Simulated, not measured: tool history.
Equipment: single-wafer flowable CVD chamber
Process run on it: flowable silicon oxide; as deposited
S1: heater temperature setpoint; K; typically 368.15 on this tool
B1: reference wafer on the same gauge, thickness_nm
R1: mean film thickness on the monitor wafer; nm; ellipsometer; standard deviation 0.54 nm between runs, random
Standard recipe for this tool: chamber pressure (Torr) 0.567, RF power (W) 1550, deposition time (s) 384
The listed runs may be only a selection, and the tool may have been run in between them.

{"run": 1, "hour": 0.0, "S1": 368.15, "chamber pressure (Torr)": 0.567, "RF power (W)": 1550, "deposition time (s)": 384, "B1": 176.432, "R1": 163.832}
{"run": 2, "hour": 63.2, "S1": 368.15, "chamber pressure (Torr)": 0.567, "RF power (W)": 1550, "deposition time (s)": 384, "B1": 176.746, "R1": 164.509}
{"run": 3, "hour": 92.3, "S1": 368.15, "chamber pressure (Torr)": 0.567, "RF power (W)": 1550, "deposition time (s)": 384, "B1": 176.741, "R1": 163.97}
{"run": 4, "hour": 131.9, "S1": 368.15, "chamber pressure (Torr)": 0.567, "RF power (W)": 1550, "deposition time (s)": 384, "B1": 177.071, "R1": 163.654}
{"run": 5, "hour": 158.4, "S1": 368.15, "chamber pressure (Torr)": 0.567, "RF power (W)": 1550, "deposition time (s)": 384, "B1": 177.043, "R1": 164.291}
{"run": 6, "hour": 307.0, "S1": 368.15, "chamber pressure (Torr)": 0.567, "RF power (W)": 1550, "deposition time (s)": 384, "B1": 177.764, "R1": 165.586}
{"run": 7, "hour": 367.1, "S1": 368.15, "chamber pressure (Torr)": 0.567, "RF power (W)": 1550, "deposition time (s)": 384, "B1": 178.004, "R1": 165.458}
{"run": 8, "hour": 397.7, "S1": 362.15, "chamber pressure (Torr)": 0.567, "RF power (W)": 1705, "deposition time (s)": 384, "B1": 178.135, "R1": 207.623}
{"run": 9, "hour": 426.3, "S1": 379.15, "chamber pressure (Torr)": 0.505, "RF power (W)": 1805, "deposition time (s)": 405, "B1": 178.197, "R1": 111.534}
{"run": 10, "hour": 494.6, "S1": 368.15, "chamber pressure (Torr)": 0.567, "RF power (W)": 1550, "deposition time (s)": 384, "B1": 178.422, "R1": 165.823}
{"run": 11, "hour": 615.0, "S1": 368.15, "chamber pressure (Torr)": 0.567, "RF power (W)": 1550, "deposition time (s)": 409, "B1": 179.159, "R1": 177.088}
{"run": 12, "hour": 665.9, "S1": 368.15, "chamber pressure (Torr)": 0.433, "RF power (W)": 1860, "deposition time (s)": 384, "B1": 179.395, "R1": 134.732}
{"run": 13, "hour": 722.9, "S1": 377.15, "chamber pressure (Torr)": 0.668, "RF power (W)": 1245, "deposition time (s)": 384, "B1": 179.592, "R1": 134.836}
{"run": 14, "hour": 782.3, "S1": 377.15, "chamber pressure (Torr)": 0.567, "RF power (W)": 1710, "deposition time (s)": 384, "B1": 179.924, "R1": 126.697}
{"run": 15, "hour": 849.6, "S1": 368.15, "chamber pressure (Torr)": 0.52, "RF power (W)": 1355, "deposition time (s)": 434, "B1": 173.719, "R1": 160.523}
{"run": 16, "hour": 876.4, "S1": 368.15, "chamber pressure (Torr)": 0.642, "RF power (W)": 1550, "deposition time (s)": 343, "B1": 173.639, "R1": 164.542}
{"run": 17, "hour": 901.6, "S1": 359.15, "chamber pressure (Torr)": 0.567, "RF power (W)": 1385, "deposition time (s)": 384, "B1": 173.663, "R1": 208.693}
{"run": 18, "hour": 948.8, "S1": 383.15, "chamber pressure (Torr)": 0.641, "RF power (W)": 1660, "deposition time (s)": 457, "B1": 173.848, "R1": 133.042}
{"run": 19, "hour": 1020.5, "S1": 368.15, "chamber pressure (Torr)": 0.567, "RF power (W)": 1550, "deposition time (s)": 384, "B1": 173.677, "R1": 161.673}
{"run": 20, "hour": 1088.6, "S1": 381.15, "chamber pressure (Torr)": 0.567, "RF power (W)": 1550, "deposition time (s)": 420, "B1": 173.683, "R1": 113.75}
{"run": 21, "hour": 1126.0, "S1": 363.15, "chamber pressure (Torr)": 0.567, "RF power (W)": 1550, "deposition time (s)": 384, "B1": 173.789, "R1": 191.702}
{"run": 22, "hour": 1282.3, "S1": 368.15, "chamber pressure (Torr)": 0.62, "RF power (W)": 1375, "deposition time (s)": 384, "B1": 173.863, "R1": 170.646}
{"run": 23, "hour": 1310.8, "S1": 368.15, "chamber pressure (Torr)": 0.567, "RF power (W)": 1550, "deposition time (s)": 384, "B1": 173.796, "R1": 161.98}
{"run": 24, "hour": 1515.6, "S1": 368.15, "chamber pressure (Torr)": 0.567, "RF power (W)": 1300, "deposition time (s)": 384, "B1": 174.161, "R1": 153.513}
{"run": 25, "hour": 1560.3, "S1": 368.15, "chamber pressure (Torr)": 0.567, "RF power (W)": 1330, "deposition time (s)": 384, "B1": 174.17, "R1": 155.02}
{"run": 26, "hour": 1619.2, "S1": 355.15, "chamber pressure (Torr)": 0.567, "RF power (W)": 1740, "deposition time (s)": 384, "B1": 174.259, "R1": 253.01}
{"run": 27, "hour": 1653.1, "S1": 354.15, "chamber pressure (Torr)": 0.567, "RF power (W)": 1795, "deposition time (s)": 350, "B1": 174.312, "R1": 241.832}
{"run": 28, "hour": 1710.5, "S1": 368.15, "chamber pressure (Torr)": 0.567, "RF power (W)": 1725, "deposition time (s)": 384, "B1": 174.329, "R1": 166.912}
{"run": 29, "hour": 1738.7, "S1": 368.15, "chamber pressure (Torr)": 0.686, "RF power (W)": 1355, "deposition time (s)": 446, "B1": 174.37, "R1": 218.228}

Withheld: 4 entries from between the runs. Position of each, and hidden state at the listed run before versus the listed run after:
Runs 1 to 2: RF generator calibrated (hour 34.0)
  gauge reads high (%): 2 -> 2.14
  difference, measured minus the result without the unlogged condition, R1: +3.212 -> +3.451 nm
Runs 10 to 11: showerhead replaced (hour 522.3)
  gauge reads high (%): 3.21 -> 3.54
  difference, measured minus the result without the unlogged condition, R1: +5.163 -> +6.060 nm
Runs 11 to 12: thermocouple changed; heater temperature recalibrated (hour 639.3)
  gauge reads high (%): 3.54 -> 3.69
  difference, measured minus the result without the unlogged condition, R1: +6.060 -> +4.790 nm
Runs 14 to 15: gauge calibrated (hour 782.7)
  gauge reads high (%): 4.02 -> 0.382
  difference, measured minus the result without the unlogged condition, R1: +4.899 -> +0.612 nm

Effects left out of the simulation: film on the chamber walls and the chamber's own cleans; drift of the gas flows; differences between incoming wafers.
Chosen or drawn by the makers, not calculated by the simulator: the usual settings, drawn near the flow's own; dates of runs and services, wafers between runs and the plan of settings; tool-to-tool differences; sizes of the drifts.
